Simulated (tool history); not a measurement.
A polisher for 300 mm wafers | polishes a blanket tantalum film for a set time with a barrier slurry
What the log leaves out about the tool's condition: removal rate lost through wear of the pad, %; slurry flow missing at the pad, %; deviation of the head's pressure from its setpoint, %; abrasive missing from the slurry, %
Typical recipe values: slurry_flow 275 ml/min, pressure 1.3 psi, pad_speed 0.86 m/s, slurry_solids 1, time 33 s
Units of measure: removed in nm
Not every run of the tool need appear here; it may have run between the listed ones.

run    hour  slurry_flow  pressure  pad_speed  slurry_solids  time  wafers since the last listed run  wafers polished on this pad  hours since the slurry nozzle was cleaned  hours since the head pressure was calibrated  hours since the slurry blender was calibrated  incoming thickness of the incoming film, nm  removed
  1       0          275       1.3       0.86              1    33                                 0                         3890                                       20.4                                         142.5                                          322.6                                          429     28.1
          6  -- worn pad replaced by a new one
  2    85.3          275       1.3       0.86              1    33                               944                          921                                      105.7                                         227.8                                          407.9                                        430.8     29.9
      134.1  -- slurry blender recalibrated
  3   143.3          275       1.3       0.86              1    33                               650                         1572                                      163.7                                         285.8                                            9.2                                        423.4     30.2
  4   183.7          275       1.3       0.86              1    33                               469                         2041                                      204.1                                         326.2                                           49.6                                        425.6     29.5
  5   263.8          275       1.3       0.86              1    33                               930                         2972                                      284.2                                         406.3                                          129.7                                          435     29.2
  6   300.5          275       1.3       0.86              1    33                               426                         3398                                      320.9                                           443                                          166.4                                        429.6     28.7
      384.7  -- slurry nozzle cleaned
  7   403.9          275       1.3       0.86              1    33                              1189                         4588                                       19.2                                         546.4                                          269.8                                        430.6     27.2
      442.8  -- worn pad replaced by a new one
  8   443.3          275       1.3       0.86              1    39                               411                            5                                       58.6                                         585.8                                          309.2                                        430.3     35.2
  9   491.8          275       1.3       0.86              1    39                               563                          569                                      107.1                                         634.3                                          357.7                                        428.1     35.4
 10   553.8          275       1.3       0.86              1    39                               720                         1289                                      169.1                                         696.3                                          419.7                                          430     35.7
      583.4  -- slurry blender recalibrated
      610.6  -- head pressure recalibrated
 11   789.5          275       1.3       0.86              1    33                              2691                         3981                                      404.8                                         178.9                                          206.1                                        428.3     28.4
        808  -- slurry nozzle cleaned
 12   851.3          275       1.3       0.86              1    33                               706                         4687                                       43.3                                         240.7                                          267.9                                        437.8     27.1
      879.4  -- worn pad replaced by a new one
 13   951.7          275       1.3       0.86              1    33                              1119                          839                                      143.7                                         341.1                                          368.3                                        429.8     30.3
 14   988.8          275       1.8       0.96              1    33                               431                         1270                                      180.8                                         378.2                                          405.4                                        434.4       42
 15  1060.7          275       1.3       0.76              1    33                               835                         2105                                      252.7                                         450.1                                          477.3                                        431.2     26.7
     1075.4  -- slurry blender recalibrated
 16  1165.8          275       1.3       0.74            1.2    33                              1197                         3303                                      357.8                                         555.2                                           90.4                                        431.8     26.7
     1225.3  -- worn pad replaced by a new one
 17  1241.5          305       1.3       0.62            0.9    26                               832                          188                                      433.5                                         630.9                                          166.1                                        430.8     16.9
     1258.3  -- slurry nozzle cleaned
 18  1286.7          275       1.3       0.86              1    33                               513                          702                                       28.4                                         676.1                                          211.3                                        431.2     30.3
     1302.4  -- head pressure recalibrated
 19  1373.3          275       1.3       1.14            0.8    33                               982                         1684                                        115                                          70.9                                          297.9                                        425.9     36.6
 20  1464.7          185       1.3       0.68           1.15    33                              1061                         2746                                      206.4                                         162.3                                          389.3                                        437.4     23.5
 21  1527.4          275       1.3       0.86              1    22                               728                         3475                                      269.1                                           225                                            452                                        426.8     19.2
     1553.2  -- slurry blender recalibrated
 22  1626.6          275       1.3       0.86              1    33                              1129                         4604                                      368.3                                         324.2                                           73.4                                          431       28
     1664.4  -- worn pad replaced by a new one
     1668.4  -- slurry nozzle cleaned
 23  1677.8          275       1.3       0.86              1    33                               536                          144                                        9.4                                         375.4                                          124.6                                        433.8     31.7
 24    1715          275       1.3       0.86              1    22                               432                          576                                       46.6                                         412.6                                          161.8                                          437     20.5
 25  1809.1          275       1.3       1.02           0.85    29                              1093                         1669                                      140.7                                         506.7                                          255.9                                          433     29.7
 26  1901.3          275       0.8       0.86              1    33                              1071                         2741                                      232.9                                         598.9                                          348.1                                        430.5     21.9
 27  1945.6          275       1.3       0.74              1    33                               514                         3255                                      277.2                                         643.2                                          392.4                                        435.3     25.2

What the log doesn't show, run by run:
slurry flow missing at the pad, %: 0 across all the runs
deviation of the head's pressure from its setpoint, %: 0 across all the runs
abrasive missing from the slurry, %: 0 across all the runs
H1: removal rate lost through wear of the pad, %
run      H1
  1    7.63
  2    1.39
  3    2.21
  4    3.03
  5     5.3
  6    6.62
  7    11.3
  8   0.719
  9   0.876
 10    1.52
 11    8.53
 12    11.6
 13    1.64
 14    2.08
 15    3.44
 16    6.64
 17    1.15
 18    1.38
 19    2.56
 20    4.86
 21    7.07
 22    11.6
 23  0.0428
 24   0.198
 25    1.39
 26    3.68
 27    5.17

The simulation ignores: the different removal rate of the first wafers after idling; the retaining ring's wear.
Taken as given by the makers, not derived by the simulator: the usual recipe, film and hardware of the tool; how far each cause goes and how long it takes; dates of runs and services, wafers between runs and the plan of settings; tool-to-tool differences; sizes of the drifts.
